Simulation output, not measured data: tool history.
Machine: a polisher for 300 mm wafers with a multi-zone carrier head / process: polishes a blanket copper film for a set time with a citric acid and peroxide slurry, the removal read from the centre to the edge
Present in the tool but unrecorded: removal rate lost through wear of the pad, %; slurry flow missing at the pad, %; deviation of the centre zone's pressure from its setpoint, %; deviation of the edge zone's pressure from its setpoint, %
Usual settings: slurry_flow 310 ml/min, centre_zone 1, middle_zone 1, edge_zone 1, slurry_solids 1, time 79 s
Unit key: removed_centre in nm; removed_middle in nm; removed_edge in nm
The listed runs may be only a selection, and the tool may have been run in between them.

run,hour,slurry_flow,centre_zone,middle_zone,edge_zone,slurry_solids,time,wafers since the last listed run,wafers polished on this pad,hours since the slurry nozzle was cleaned,hours since the centre zone pressure was calibrated,hours since the edge zone pressure was calibrated,hours since the carrier head's membrane was replaced,"incoming thickness of the incoming film, nm",removed_centre,removed_middle,removed_edge
1,0,310,1,1,1.11,1,53,0,3858,298.6,994.2,580.4,1884.8,797.3,137,144.3,154.1
2,43.5,310,1.12,1,0.95,0.75,59,545,4403,342.1,1037.7,623.9,1928.3,798,156.6,149.6,148.5
# hour 99.1: edge zone pressure recalibrated
# hour 99.4: carrier head's membrane replaced by a new one
# hour 128.3: centre zone pressure recalibrated
3,129,310,1,1,1,1,79,1018,5422,427.6,0.7,29.9,29.6,791.1,225.2,219.1,213.3
4,191.4,310,0.89,1,1,1,79,783,6205,490,63.1,92.3,92,782.9,199.8,216.9,212.5
5,238.2,225,1.11,1.05,1,1,79,587,6792,536.8,109.9,139.1,138.8,778.7,237.1,216.3,212
# hour 287.6: slurry nozzle cleaned
6,344.6,310,1,1,0.96,1,79,1322,8115,57,216.3,245.5,245.2,786.4,217,215.2,212.9
# hour 402.7: worn pad replaced by a new one
7,403.2,245,1.07,0.92,1,0.85,79,685,6,115.6,274.9,304.1,303.8,786.7,231.4,207.5,222.3
8,455,310,1,0.88,1,1,106,650,656,167.4,326.7,355.9,355.6,792.9,307.8,290.2,307.1
9,540.4,310,1,1,1,1,79,1071,1728,252.8,412.1,441.3,441,791.8,219.2,221.1,222.5
10,582.2,310,1,1,0.89,1,79,524,2253,294.6,453.9,483.1,482.8,795.7,218.8,222,212
11,644.3,310,1,0.94,1,0.75,62,779,3032,356.7,516,545.2,544.9,800.3,157,152,159.3
12,703.2,270,1,1,1,0.8,79,739,3771,415.6,574.9,604.1,603.8,778.1,200.7,205.7,204.3
13,753.7,310,1,0.92,0.89,1.3,79,633,4405,466.1,625.4,654.6,654.3,788.6,226.9,226.6,221.9
# hour 778.6: edge zone pressure recalibrated
14,792.5,380,1,1,1,1,79,461,4867,504.9,664.2,13.9,693.1,794.2,215.3,219.1,219.6
15,843.1,310,1,0.95,1,0.7,79,634,5502,555.5,714.8,64.5,743.7,778.8,190.2,191.4,195.3
# hour 914.7: slurry nozzle cleaned
16,949.4,310,1,1,1,1,79,1321,6823,34.7,821.1,170.8,850,799.9,208.7,217.7,213.4
17,994.2,310,0.89,1,1,1.1,101,562,7385,79.5,865.9,215.6,894.8,798.3,238.1,285.8,281.8
18,1077.9,310,1,1,0.95,1,79,1050,8436,163.2,949.6,299.3,978.5,786.4,208,216.6,207
# hour 1128.2: worn pad replaced by a new one
19,1136.2,410,1,1,1,1.25,79,681,99,221.5,1007.9,357.6,1036.8,807.1,233,249.9,248.4
20,1172.6,310,1,1,1.04,1,79,456,556,257.9,1044.3,394,1073.2,793.5,217.9,229.8,232.8

Each row is a separate what-if for the run after 20, all from the same tool condition, not one after another. Results?
A,1173,310,1,1,1,1.25,79,5,561,258.3,1044.7,394.4,1073.6,780.8,?,?,?
B,1173,385,0.95,1,0.91,1,79,5,561,258.3,1044.7,394.4,1073.6,780.8,?,?,?
C,1173,310,1,1,1,1,54,5,561,258.3,1044.7,394.4,1073.6,780.8,?,?,?
D,1173,310,1.07,1,1,1,79,5,561,258.3,1044.7,394.4,1073.6,780.8,?,?,?
E,1173,310,1.06,0.91,1.1,1,55,5,561,258.3,1044.7,394.4,1073.6,780.8,?,?,?

run,removed_centre,removed_middle,removed_edge
A,233.1,243.8,242.1
B,210.8,232.1,219.7
C,149.8,156.7,155.6
D,234.8,229.2,227.6
E,161.8,151.4,166.2
With the hidden condition removed and each run's random variation left untouched, the same runs would have given:
run,removed_centre,removed_middle,removed_edge
A,257.4,249.2,247.5
B,232.8,237.1,224.6
C,165.4,160.1,159
D,259,234.2,232.6
E,178.6,154.7,169.9
